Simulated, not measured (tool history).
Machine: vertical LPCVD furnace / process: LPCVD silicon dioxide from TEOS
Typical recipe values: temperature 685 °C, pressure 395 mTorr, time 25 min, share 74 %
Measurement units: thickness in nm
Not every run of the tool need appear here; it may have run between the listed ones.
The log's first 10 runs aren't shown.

| run | hour | temperature | pressure | time | share | read-back reference wafer on the same gauge, thickness | thickness |
|---|---|---|---|---|---|---|---|
|  | 881.8 | gauge calibrated |
| 11 | 924.7 | 685 | 395 | 25 | 74 | 145.99 | 148.79 |
| 12 | 1122.7 | 685 | 395 | 25 | 74 | 145.59 | 148.92 |
| 13 | 1221.4 | 685 | 395 | 25 | 71 | 145.72 | 145.46 |
|  | 1265.9 | TEOS flow controller replaced |
| 14 | 1322.8 | 685 | 395 | 25 | 71 | 146.39 | 144.83 |
| 15 | 1425.2 | 685 | 360 | 25 | 70 | 146.22 | 137.92 |
| 16 | 1519.3 | 685 | 395 | 25 | 74 | 146.18 | 150.62 |
| 17 | 1578.2 | 685 | 320 | 31 | 74 | 145.73 | 167.15 |
| 18 | 1664.4 | 685 | 350 | 25 | 74 | 146.05 | 140.79 |
| 19 | 1761.5 | 691 | 395 | 31 | 74 | 145.93 | 213.85 |
|  | 1807.7 | pressure gauge zeroed |
| 20 | 1863.9 | 685 | 395 | 25 | 74 | 145.9 | 149.61 |
| 21 | 1907.6 | 690 | 395 | 25 | 82 | 146.06 | 177.48 |
|  | 1939.4 | thermocouples replaced and temperature profile calibrated |
| 22 | 1989.9 | 685 | 395 | 25 | 74 | 145.82 | 145.9 |
| 23 | 2027.8 | 678 | 395 | 19 | 64 | 146.04 | 87.37 |
| 24 | 2195.9 | 685 | 395 | 25 | 74 | 145.81 | 146.96 |
| 25 | 2265.1 | 685 | 395 | 28.5 | 85 | 145.86 | 179.56 |
|  | 2329.4 | gauge calibrated |
| 26 | 2344.3 | 694 | 460 | 35 | 69 | 145.75 | 262.95 |
| 27 | 2449.4 | 685 | 435 | 25 | 74 | 146.08 | 154.39 |
| 28 | 2510.5 | 685 | 395 | 25 | 74 | 145.88 | 146.12 |
| 29 | 2589.3 | 679 | 365 | 20 | 74 | 145.98 | 97.31 |
| 30 | 2641.3 | 685 | 465 | 25 | 67 | 145.78 | 151.69 |

Each row is a separate what-if for the run after 30, all from the same tool condition, not one after another. Results?
| A | 2644.6 | 685 | 395 | 25 | 74 | ? | ? |
| B | 2644.6 | 685 | 445 | 31 | 86 | ? | ? |
| C | 2644.6 | 678 | 395 | 20.5 | 74 | ? | ? |
| D | 2644.6 | 692 | 310 | 33 | 70 | ? | ? |
| E | 2644.6 | 685 | 365 | 30.5 | 62 | ? | ? |

| run | read-back reference wafer on the same gauge, thickness | thickness |
|---|---|---|
| A | 146.05 | 146.15 |
| B | 146.05 | 207.36 |
| C | 146.05 | 101.19 |
| D | 146.05 | 196.37 |
| E | 146.05 | 156.89 |
With no hidden state in the tool, these same runs would have given:
| run | thickness |
|---|---|
| A | 145.44 |
| B | 206.35 |
| C | 100.69 |
| D | 195.43 |
| E | 156.12 |
